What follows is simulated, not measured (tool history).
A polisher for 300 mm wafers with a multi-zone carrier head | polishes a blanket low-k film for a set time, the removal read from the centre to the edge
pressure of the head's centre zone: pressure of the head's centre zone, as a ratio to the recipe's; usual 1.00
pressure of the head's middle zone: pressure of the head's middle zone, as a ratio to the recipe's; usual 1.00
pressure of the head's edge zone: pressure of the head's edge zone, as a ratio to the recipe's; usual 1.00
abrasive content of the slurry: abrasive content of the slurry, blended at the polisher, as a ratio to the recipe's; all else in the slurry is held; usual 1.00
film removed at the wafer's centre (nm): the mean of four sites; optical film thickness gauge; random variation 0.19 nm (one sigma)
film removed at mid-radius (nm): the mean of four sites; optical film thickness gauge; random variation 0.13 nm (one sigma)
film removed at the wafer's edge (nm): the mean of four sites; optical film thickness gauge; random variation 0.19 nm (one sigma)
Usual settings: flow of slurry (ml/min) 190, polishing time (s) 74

run	hour	flow of slurry (ml/min)	pressure of the head's centre zone	pressure of the head's middle zone	pressure of the head's edge zone	abrasive content of the slurry	polishing time (s)	incoming thickness of the incoming film, nm	film removed at the wafer's centre (nm)	film removed at mid-radius (nm)	film removed at the wafer's edge (nm)
1	0.0	190	1.00	1.00	1.00	1.00	74	456.2	21.7	20.9	21.1
# hour 41.8: carrier head's membrane replaced by a new one
2	77.8	190	1.00	1.00	1.08	1.00	74	452.4	21.1	20.6	22.1
3	134.2	190	0.91	1.00	1.00	1.00	74	451.2	19.5	20.9	20.9
# hour 183.3: edge zone pressure recalibrated
4	199.7	240	1.00	1.00	1.00	1.00	97	453.2	28.0	28.4	28.1
# hour 367.3: worn pad replaced by a new one
# hour 454.5: centre zone pressure recalibrated
5	457.5	190	1.00	1.00	1.00	1.10	74	446.5	22.0	21.5	21.6
# hour 501.9: slurry nozzle cleaned
6	519.0	190	1.00	1.00	1.00	1.00	74	443.3	21.7	20.7	21.5
7	557.3	190	0.91	1.00	1.00	1.00	74	442.8	19.9	20.7	20.9
8	613.8	190	1.12	1.00	0.93	1.15	74	458.4	25.1	21.8	21.4
9	713.5	190	0.97	1.00	1.00	1.00	74	451.9	20.9	20.7	21.0
10	795.4	135	1.00	1.00	1.00	1.00	74	445.4	20.6	19.9	20.5
# hour 847.8: carrier head's membrane replaced by a new one
# hour 1047.2: worn pad replaced by a new one
11	1049.1	190	1.00	1.00	1.00	1.25	89	458.3	27.0	26.7	27.1
# hour 1059.5: edge zone pressure recalibrated
12	1105.0	255	1.00	0.95	0.96	1.00	95	450.3	26.9	26.8	27.6
# hour 1133.3: centre zone pressure recalibrated
# hour 1246.2: slurry nozzle cleaned
13	1251.4	190	1.00	1.00	1.00	1.00	97	458.4	28.1	27.1	27.6
14	1326.1	220	1.00	1.00	1.00	1.00	74	454.9	21.9	21.3	21.2
15	1403.2	215	0.97	1.05	1.00	0.85	74	447.8	20.1	20.8	20.0
16	1565.5	230	1.00	1.00	1.00	0.80	74	452.9	20.2	19.8	20.2
17	1640.3	190	1.00	1.00	1.00	1.00	87	450.2	24.7	24.5	25.0

Run 18 comes next. What will it give?
# hour 1666.6: worn pad replaced by a new one
# hour 1696.3: carrier head's membrane replaced by a new one
18	1718.8	190	1.00	1.05	1.00	1.25	74	448.5	?	?	?

film removed at the wafer's centre (nm): 22.6
film removed at mid-radius (nm): 23.6
film removed at the wafer's edge (nm): 22.4
Without the tool's hidden state the same run would have given film removed at the wafer's centre (nm) 23.8, film removed at mid-radius (nm) 23.6, film removed at the wafer's edge (nm) 22.4.

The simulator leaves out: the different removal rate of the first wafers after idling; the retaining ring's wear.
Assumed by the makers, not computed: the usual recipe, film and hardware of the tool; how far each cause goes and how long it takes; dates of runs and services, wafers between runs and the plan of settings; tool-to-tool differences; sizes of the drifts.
